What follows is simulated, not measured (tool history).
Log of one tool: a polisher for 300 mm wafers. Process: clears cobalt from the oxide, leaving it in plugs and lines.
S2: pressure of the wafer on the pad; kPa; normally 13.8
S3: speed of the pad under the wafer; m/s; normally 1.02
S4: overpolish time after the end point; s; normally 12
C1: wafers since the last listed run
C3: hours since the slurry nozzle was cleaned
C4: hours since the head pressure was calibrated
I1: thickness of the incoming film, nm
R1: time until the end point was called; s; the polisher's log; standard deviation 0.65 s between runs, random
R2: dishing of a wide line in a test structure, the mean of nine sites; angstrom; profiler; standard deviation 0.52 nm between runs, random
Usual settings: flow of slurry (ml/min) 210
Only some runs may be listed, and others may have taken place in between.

{"run": 1, "day": 0.0, "flow of slurry (ml/min)": 210, "S2": 13.8, "S3": 1.02, "S4": 16, "C1": 0, "wafers polished on this pad": 675, "C3": 461.9, "C4": 469.1, "I1": 320.6, "R1": 69.8, "R2": 401}
{"day": 0.496, "done": "slurry nozzle cleaned"}
{"run": 2, "day": 1.171, "flow of slurry (ml/min)": 210, "S2": 13.8, "S3": 1.02, "S4": 12, "C1": 150, "wafers polished on this pad": 826, "C3": 16.2, "C4": 497.2, "I1": 323, "R1": 71.4, "R2": 341}
{"run": 3, "day": 1.85, "flow of slurry (ml/min)": 210, "S2": 11.7, "S3": 1.02, "S4": 12, "C1": 90, "wafers polished on this pad": 916, "C3": 32.5, "C4": 513.5, "I1": 313.4, "R1": 75.8, "R2": 308}
{"run": 4, "day": 3.088, "flow of slurry (ml/min)": 210, "S2": 13.8, "S3": 1.02, "S4": 7, "C1": 165, "wafers polished on this pad": 1081, "C3": 62.2, "C4": 543.2, "I1": 321.4, "R1": 71.4, "R2": 233}
{"day": 3.942, "done": "worn pad replaced by a new one"}
{"run": 5, "day": 4.333, "flow of slurry (ml/min)": 210, "S2": 13.8, "S3": 1.02, "S4": 7, "C1": 144, "wafers polished on this pad": 52, "C3": 92.1, "C4": 573.1, "I1": 323.2, "R1": 66.3, "R2": 240}
{"run": 6, "day": 5.104, "flow of slurry (ml/min)": 250, "S2": 13.8, "S3": 1.02, "S4": 12, "C1": 102, "wafers polished on this pad": 155, "C3": 110.6, "C4": 591.6, "I1": 325.1, "R1": 66.7, "R2": 350}
{"run": 7, "day": 5.767, "flow of slurry (ml/min)": 210, "S2": 13.8, "S3": 1.02, "S4": 14, "C1": 88, "wafers polished on this pad": 243, "C3": 126.5, "C4": 607.5, "I1": 322.4, "R1": 67.5, "R2": 380}
{"run": 8, "day": 6.467, "flow of slurry (ml/min)": 210, "S2": 13.8, "S3": 1.02, "S4": 14, "C1": 93, "wafers polished on this pad": 337, "C3": 143.3, "C4": 624.3, "I1": 324.9, "R1": 69.4, "R2": 372}
{"run": 9, "day": 10.562, "flow of slurry (ml/min)": 210, "S2": 13.8, "S3": 1.02, "S4": 12, "C1": 546, "wafers polished on this pad": 883, "C3": 241.6, "C4": 722.6, "I1": 319.7, "R1": 69.9, "R2": 333}
{"day": 13.946, "done": "worn pad replaced by a new one"}
{"run": 10, "day": 14.438, "flow of slurry (ml/min)": 255, "S2": 13.8, "S3": 1.02, "S4": 12, "C1": 494, "wafers polished on this pad": 65, "C3": 334.6, "C4": 815.6, "I1": 315.4, "R1": 62.6, "R2": 354}
{"run": 11, "day": 15.817, "flow of slurry (ml/min)": 255, "S2": 13.8, "S3": 1.02, "S4": 12, "C1": 184, "wafers polished on this pad": 249, "C3": 367.7, "C4": 848.7, "I1": 320.7, "R1": 65.3, "R2": 351}
{"run": 12, "day": 16.333, "flow of slurry (ml/min)": 255, "S2": 13.8, "S3": 1.02, "S4": 12, "C1": 68, "wafers polished on this pad": 318, "C3": 380.1, "C4": 861.1, "I1": 320.6, "R1": 66.5, "R2": 341}
{"run": 13, "day": 17.217, "flow of slurry (ml/min)": 210, "S2": 13.8, "S3": 0.9, "S4": 9, "C1": 117, "wafers polished on this pad": 436, "C3": 401.3, "C4": 882.3, "I1": 319.9, "R1": 77.4, "R2": 261}
{"run": 14, "day": 18.192, "flow of slurry (ml/min)": 210, "S2": 13.8, "S3": 0.74, "S4": 12, "C1": 130, "wafers polished on this pad": 566, "C3": 424.7, "C4": 905.7, "I1": 317.1, "R1": 94.8, "R2": 271}
{"day": 18.246, "done": "slurry nozzle cleaned"}
{"run": 15, "day": 19.404, "flow of slurry (ml/min)": 210, "S2": 13.8, "S3": 1.02, "S4": 12, "C1": 156, "wafers polished on this pad": 722, "C3": 27.8, "C4": 934.8, "I1": 317.3, "R1": 69.3, "R2": 336}
{"day": 22.475, "done": "head pressure recalibrated"}
{"run": 16, "day": 22.658, "flow of slurry (ml/min)": 210, "S2": 13.8, "S3": 1.02, "S4": 12, "C1": 423, "wafers polished on this pad": 1145, "C3": 105.9, "C4": 4.4, "I1": 318, "R1": 69.6, "R2": 333}
{"day": 22.983, "done": "worn pad replaced by a new one"}
{"run": 17, "day": 23.525, "flow of slurry (ml/min)": 270, "S2": 11.7, "S3": 1.02, "S4": 16, "C1": 93, "wafers polished on this pad": 72, "C3": 126.7, "C4": 25.2, "I1": 319.2, "R1": 69.8, "R2": 393}
{"run": 18, "day": 24.279, "flow of slurry (ml/min)": 210, "S2": 9.7, "S3": 1.02, "S4": 15, "C1": 100, "wafers polished on this pad": 172, "C3": 144.8, "C4": 43.3, "I1": 321.5, "R1": 82.4, "R2": 353}
{"run": 19, "day": 25.692, "flow of slurry (ml/min)": 210, "S2": 13.8, "S3": 1.02, "S4": 12, "C1": 188, "wafers polished on this pad": 361, "C3": 178.7, "C4": 77.2, "I1": 312.9, "R1": 65.5, "R2": 348}
{"run": 20, "day": 26.821, "flow of slurry (ml/min)": 165, "S2": 16.5, "S3": 1.02, "S4": 9, "C1": 150, "wafers polished on this pad": 511, "C3": 205.8, "C4": 104.3, "I1": 323.8, "R1": 64.3, "R2": 292}
{"run": 21, "day": 28.275, "flow of slurry (ml/min)": 285, "S2": 9.7, "S3": 0.8, "S4": 16, "C1": 194, "wafers polished on this pad": 705, "C3": 240.7, "C4": 139.2, "I1": 314.7, "R1": 105, "R2": 309}
{"run": 22, "day": 29.333, "flow of slurry (ml/min)": 210, "S2": 13.8, "S3": 1.02, "S4": 14, "C1": 141, "wafers polished on this pad": 847, "C3": 266.1, "C4": 164.6, "I1": 321.6, "R1": 70.3, "R2": 363}
{"run": 23, "day": 30.783, "flow of slurry (ml/min)": 210, "S2": 13.8, "S3": 1.02, "S4": 12, "C1": 193, "wafers polished on this pad": 1040, "C3": 300.9, "C4": 199.4, "I1": 322.1, "R1": 70.6, "R2": 331}
{"run": 24, "day": 31.425, "flow of slurry (ml/min)": 210, "S2": 13.8, "S3": 1.02, "S4": 19, "C1": 85, "wafers polished on this pad": 1126, "C3": 316.3, "C4": 214.8, "I1": 323.3, "R1": 71.2, "R2": 416}
{"day": 31.904, "done": "worn pad replaced by a new one"}
{"run": 25, "day": 32.808, "flow of slurry (ml/min)": 210, "S2": 13.8, "S3": 1.26, "S4": 12, "C1": 162, "wafers polished on this pad": 120, "C3": 349.5, "C4": 248, "I1": 323, "R1": 53.8, "R2": 389}
{"run": 26, "day": 33.879, "flow of slurry (ml/min)": 255, "S2": 17.2, "S3": 0.76, "S4": 18, "C1": 142, "wafers polished on this pad": 263, "C3": 375.2, "C4": 273.7, "I1": 320.4, "R1": 77.1, "R2": 396}
{"run": 27, "day": 34.392, "flow of slurry (ml/min)": 210, "S2": 13.8, "S3": 1.02, "S4": 12, "C1": 68, "wafers polished on this pad": 332, "C3": 387.5, "C4": 286, "I1": 323, "R1": 69.1, "R2": 333}
{"run": 28, "day": 35.725, "flow of slurry (ml/min)": 175, "S2": 9, "S3": 1.02, "S4": 7, "C1": 177, "wafers polished on this pad": 510, "C3": 419.5, "C4": 318, "I1": 321.9, "R1": 89.7, "R2": 189}
{"run": 29, "day": 36.554, "flow of slurry (ml/min)": 210, "S2": 13.8, "S3": 0.82, "S4": 12, "C1": 110, "wafers polished on this pad": 620, "C3": 439.4, "C4": 337.9, "I1": 319.2, "R1": 87.3, "R2": 291}
{"run": 30, "day": 37.767, "flow of slurry (ml/min)": 210, "S2": 13.8, "S3": 1.02, "S4": 12, "C1": 161, "wafers polished on this pad": 782, "C3": 468.5, "C4": 367, "I1": 321.3, "R1": 71.3, "R2": 334}

Hidden state at the last listed run before each entry between runs and at the first one after, where it differs:
In the gap between runs 1 and 2: slurry nozzle cleaned (day 0.496)
  removal rate lost through wear of the pad, %: 7.92 -> 8.55
  measured value less the no-hidden-state value, R1: +5.5 -> +6.1 s; R2: -17 -> -18 angstrom
In the gap between runs 4 and 5: worn pad replaced by a new one (day 3.942)
  removal rate lost through wear of the pad, %: 9.21 -> 1.4
  measured value less the no-hidden-state value, R1: +6.6 -> +0.9 s; R2: -17 -> -3 angstrom
In the gap between runs 9 and 10: worn pad replaced by a new one (day 13.946)
  removal rate lost through wear of the pad, %: 8.73 -> 1.66
  measured value less the no-hidden-state value, R1: +6.1 -> +1 s; R2: -19 -> -4 angstrom
In the gap between runs 14 and 15: slurry nozzle cleaned (day 18.246)
  removal rate lost through wear of the pad, %: 7.35 -> 8.18
  measured value less the no-hidden-state value, R1: +7 -> +5.7 s; R2: -15 -> -18 angstrom
In the gap between runs 15 and 16: head pressure recalibrated (day 22.475)
  removal rate lost through wear of the pad, %: 8.18 -> 9.37
  measured value less the no-hidden-state value, R1: +5.7 -> +6.5 s; R2: -18 -> -20 angstrom
In the gap between runs 16 and 17: worn pad replaced by a new one (day 22.983)
  removal rate lost through wear of the pad, %: 9.37 -> 2.48
  measured value less the no-hidden-state value, R1: +6.5 -> +1.7 s; R2: -20 -> -5 angstrom
In the gap between runs 24 and 25: worn pad replaced by a new one (day 31.904)
  removal rate lost through wear of the pad, %: 10 -> 3.37
  measured value less the no-hidden-state value, R1: +7.1 -> +1.8 s; R2: -19 -> -7 angstrom
